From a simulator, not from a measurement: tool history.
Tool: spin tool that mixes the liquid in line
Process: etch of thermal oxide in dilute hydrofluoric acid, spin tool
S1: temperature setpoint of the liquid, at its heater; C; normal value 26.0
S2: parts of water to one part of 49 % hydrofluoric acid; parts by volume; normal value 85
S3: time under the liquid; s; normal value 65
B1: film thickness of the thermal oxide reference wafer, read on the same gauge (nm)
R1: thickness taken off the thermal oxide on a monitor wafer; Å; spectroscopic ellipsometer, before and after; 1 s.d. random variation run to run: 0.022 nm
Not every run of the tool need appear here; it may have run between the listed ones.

Run 1, hour 0.0: usual settings; B1 150.012. Result: R1 44.34 Å.
Run 2, hour 31.2: usual settings; B1 150.028. Result: R1 43.85 Å.
Run 3, hour 43.7: usual settings but S2 55 parts by volume, S3 50 s; B1 150.014. Result: R1 55.04 Å.
Run 4, hour 69.0: usual settings but S2 115 parts by volume; B1 150.011. Result: R1 31.46 Å.
Run 5, hour 91.7: usual settings but S2 115 parts by volume; B1 149.983. Result: R1 31.42 Å.
Run 6, hour 106.4: usual settings but S2 115 parts by volume; B1 149.966. Result: R1 31.49 Å.
Run 7, hour 129.2: usual settings but S2 70 parts by volume, S3 40 s; B1 149.987. Result: R1 33.76 Å.
Run 8, hour 141.2: usual settings but S2 70 parts by volume, S3 40 s; B1 150.059. Result: R1 33.98 Å.
Run 9, hour 154.5: usual settings; B1 150.039. Result: R1 44.22 Å.
Run 10, hour 172.9: usual settings; B1 150.004. Result: R1 44.45 Å.
Run 11, hour 189.5: usual settings; B1 150.049. Result: R1 44.59 Å.
Run 12, hour 212.4: usual settings but S1 24.0 C, S3 85 s; B1 149.994. Result: R1 54.15 Å.
Run 13, hour 232.1: usual settings but S3 35 s; B1 150.018. Result: R1 24.15 Å.
Run 14, hour 261.0: usual settings but S1 29.5 C, S2 110 parts by volume, S3 55 s; B1 150.025. Result: R1 32.13 Å.
Run 15, hour 291.7: usual settings but S1 23.0 C, S3 80 s; B1 150.030. Result: R1 49.12 Å.
At hour 312.1: thermometer replaced.
Run 16, hour 312.6: usual settings; B1 150.000. Result: R1 46.69 Å.
Run 17, hour 343.4: usual settings; B1 149.993. Result: R1 46.97 Å.
At hour 352.1: gauge calibrated.
Run 18, hour 377.0: usual settings but S2 120 parts by volume, S3 25 s; B1 149.938. Result: R1 12.13 Å.
Run 19, hour 403.4: usual settings but S1 21.0 C, S2 125 parts by volume, S3 45 s; B1 150.028. Result: R1 17.24 Å.
Run 20, hour 423.2: usual settings but S1 24.0 C, S2 65 parts by volume, S3 105 s; B1 149.999. Result: R1 93.85 Å.
Run 21, hour 458.0: usual settings; B1 150.003. Result: R1 47.37 Å.
Run 22, hour 502.0: usual settings; B1 150.003. Result: R1 47.16 Å.
At hour 512.0: thermometer replaced, repeated, since the last time left the tool worse.
Run 23, hour 519.6: usual settings but S2 70 parts by volume, S3 30 s; B1 149.975. Result: R1 23.89 Å.
Run 24, hour 554.2: usual settings; B1 150.064. Result: R1 42.31 Å.
At hour 561.5: hydrofluoric acid flow meter replaced.
Run 25, hour 578.0: usual settings but S2 105 parts by volume, S3 40 s; B1 150.014. Result: R1 20.32 Å.
Run 26, hour 614.0: usual settings but S1 30.0 C, S2 55 parts by volume, S3 30 s; B1 150.059. Result: R1 36.59 Å.
Run 27, hour 639.0: usual settings but S2 125 parts by volume; B1 150.004. Result: R1 27.25 Å.
Run 28, hour 670.3: usual settings but S1 28.0 C, S2 125 parts by volume; B1 149.978. Result: R1 29.50 Å.
Run 29, hour 689.0: usual settings but S1 30.5 C; B1 150.044. Result: R1 50.30 Å.
Run 30, hour 720.5: usual settings but S1 30.5 C, S2 110 parts by volume, S3 45 s; B1 150.050. Result: R1 25.79 Å.
Run 31, hour 737.4: usual settings but S1 30.0 C, S2 50 parts by volume, S3 95 s; B1 150.051. Result: R1 129.91 Å.
Run 32, hour 769.9: usual settings; B1 150.025. Result: R1 42.70 Å.
Run 33, hour 791.6: usual settings but S2 55 parts by volume, S3 50 s; B1 150.048. Result: R1 52.96 Å.
Run 34, hour 823.0: usual settings but S1 23.0 C, S2 65 parts by volume; B1 149.963. Result: R1 50.49 Å.
Run 35, hour 850.4: usual settings but S1 30.0 C, S3 100 s; B1 149.981. Result: R1 76.14 Å.

The tool's hidden state at each run:
hydrofluoric acid flow above the setpoint (%): 0, the same for each run
gauge reads high (%): 0, the same for each run
H1: liquid hotter than its thermometer reads (K)
run     H1
  1   1.48
  2   1.52
  3   1.54
  4   1.57
  5    1.6
  6   1.62
  7   1.65
  8   1.67
  9   1.68
 10   1.71
 11   1.73
 12   1.76
 13   1.79
 14   1.82
 15   1.86
 16      3
 17   3.04
 18   3.08
 19   3.12
 20   3.14
 21   3.19
 22   3.25
 23  0.214
 24   0.26
 25  0.291
 26  0.339
 27  0.372
 28  0.413
 29  0.438
 30   0.48
 31  0.502
 32  0.545
 33  0.574
 34  0.615
 35  0.651
